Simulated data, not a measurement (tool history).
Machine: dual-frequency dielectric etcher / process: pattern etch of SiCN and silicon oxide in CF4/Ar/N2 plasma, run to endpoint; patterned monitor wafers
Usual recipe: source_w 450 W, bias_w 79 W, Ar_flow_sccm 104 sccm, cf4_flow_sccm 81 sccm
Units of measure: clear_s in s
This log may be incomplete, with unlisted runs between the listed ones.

run    hour  source_w  bias_w  Ar_flow_sccm  cf4_flow_sccm  wafers since the last listed run  hours since the last wet clean  hours since the last source power generator calibration  hours since the last bias power generator calibration  hours since the last Ar flow controller change  hours since the last CF4 flow controller change  hours since the last upper electrode change  incoming incoming film thickness, nm  clear_s
  1       0       450      79           104             81                                 0                           268.5                                                     2640                                                 3994.4                                          1208.7                                           3887.6                                       2813.2                                  8.88     10.4
  2    88.9       450      79           104             81                              1143                           357.4                                                   2728.9                                                 4083.3                                          1297.6                                           3976.5                                       2902.1                                  8.86     10.4
      148.1  -- wet clean of the chamber
  3   226.7       450      79           122             81                              1463                            78.6                                                   2866.7                                                 4221.1                                          1435.4                                           4114.3                                       3039.9                                  8.77     10.7
  4   303.1       450      79            86             90                               982                             155                                                   2943.1                                                 4297.5                                          1511.8                                           4190.7                                       3116.3                                  8.82     10.1
  5   409.3       450      79            86             90                              1365                           261.2                                                   3049.3                                                 4403.7                                            1618                                           4296.9                                       3222.5                                  8.82      9.9
  6   495.2       450      79            86             90                              1104                           347.1                                                   3135.2                                                 4489.6                                          1703.9                                           4382.8                                       3308.4                                  8.79      9.7
      551.3  -- wet clean of the chamber
  7   576.7       450      79            94             73                               739                            25.4                                                   3216.7                                                 4571.1                                          1785.4                                           4464.3                                       3389.9                                  8.89     10.8
      663.2  -- upper electrode replaced
  8   680.8       450      79           104             81                              1030                           129.5                                                   3320.8                                                 4675.2                                          1889.5                                           4568.4                                         17.6                                  8.74     10.4
  9     786       450      79           104             81                              1353                           234.7                                                     3426                                                 4780.4                                          1994.7                                           4673.6                                        122.8                                  8.83     10.3
      865.5  -- Ar flow controller replaced
 10     876       450      79           114             81                              1080                           324.7                                                     3516                                                 4870.4                                            10.5                                           4763.6                                        212.8                                  8.75     10.3
 11   937.7       340      79           113             81                               793                           386.4                                                   3577.7                                                 4932.1                                            72.2                                           4825.3                                        274.5                                  8.78     12.7
      979.7  -- wet clean of the chamber
 12   992.4       450      79           104             90                               394                            12.7                                                   3632.4                                                 4986.8                                           126.9                                             4880                                        329.2                                  8.76     10.4
     1022.6  -- bias power generator calibrated
 13  1070.9       450      79           104             81                               958                            91.2                                                   3710.9                                                   48.3                                           205.4                                           4958.5                                        407.7                                  8.86     10.6
     1087.3  -- source power generator calibrated
 14  1174.3       450      79           104             81                              1278                           194.6                                                       87                                                  151.7                                           308.8                                           5061.9                                        511.1                                  8.87     10.6
 15  1220.3       370      79           104             91                               591                           240.6                                                      133                                                  197.7                                           354.8                                           5107.9                                        557.1                                  8.81     11.8
 16  1317.2       450      79           104             81                              1246                           337.5                                                    229.9                                                  294.6                                           451.7                                           5204.8                                          654                                  8.93     10.3
     1391.7  -- wet clean of the chamber
 17  1410.7       530      84           116             81                               893                              19                                                    323.4                                                  388.1                                           545.2                                           5298.3                                        747.5                                  8.78      9.1
     1429.7  -- CF4 flow controller replaced
 18  1716.8       450      79           104             81                              3859                           325.1                                                    629.5                                                  694.2                                           851.3                                            287.1                                       1053.6                                  8.77       10
     1784.5  -- wet clean of the chamber
 19    1785       370      60           128             96                               568                             0.5                                                    697.7                                                  762.4                                           919.5                                            355.3                                       1121.8                                  8.85       14
 20  1969.3       450      65           104             98                              2370                           184.8                                                      882                                                  946.7                                          1103.8                                            539.6                                       1306.1                                  8.76       11
 21  2023.2       530      91           113             81                               693                           238.7                                                    935.9                                                 1000.6                                          1157.7                                            593.5                                         1360                                  8.86        9

How the hidden state differs across the entries between the runs, from the last listed run before each to the first after it:
Runs 2 to 3: wet clean of the chamber (hour 148.1)
  etch rate over this chamber's usual, %: 3.84 -> 1.04
  measured less the result without the state, clear_s: -0.4 -> -0.1 s
Runs 6 to 7: wet clean of the chamber (hour 551.3)
  etch rate over this chamber's usual, %: 4.2 -> 0.131
  measured less the result without the state, clear_s: -0.4 -> +0 s
Runs 7 to 8: upper electrode replaced (hour 663.2)
  etch rate over this chamber's usual, %: 0.131 -> 1.36
  measured less the result without the state, clear_s: +0 -> -0.1 s
Runs 9 to 10: Ar flow controller replaced (hour 865.5)
  etch rate over this chamber's usual, %: 2.59 -> 3.65
  measured less the result without the state, clear_s: -0.2 -> -0.4 s
Runs 11 to 12: wet clean of the chamber (hour 979.7)
  etch rate over this chamber's usual, %: 4.38 -> 0.559
  measured less the result without the state, clear_s: -0.5 -> +0 s
Runs 12 to 13: bias power generator calibrated (hour 1022.6)
  etch rate over this chamber's usual, %: 0.559 -> 1.48
  measured less the result without the state, clear_s: +0 -> -0.2 s
Runs 13 to 14: source power generator calibrated (hour 1087.3)
  etch rate over this chamber's usual, %: 1.48 -> 2.7
  measured less the result without the state, clear_s: -0.2 -> -0.3 s
Runs 16 to 17: wet clean of the chamber (hour 1391.7)
  etch rate over this chamber's usual, %: 4.38 -> 1.47
  measured less the result without the state, clear_s: -0.5 -> -0.2 s
Runs 17 to 18: CF4 flow controller replaced (hour 1429.7)
  etch rate over this chamber's usual, %: 1.47 -> 5.07
  measured less the result without the state, clear_s: -0.2 -> -0.5 s
Runs 18 to 19: wet clean of the chamber (hour 1784.5)
  etch rate over this chamber's usual, %: 5.07 -> -1.02
  measured less the result without the state, clear_s: -0.5 -> +0.1 s
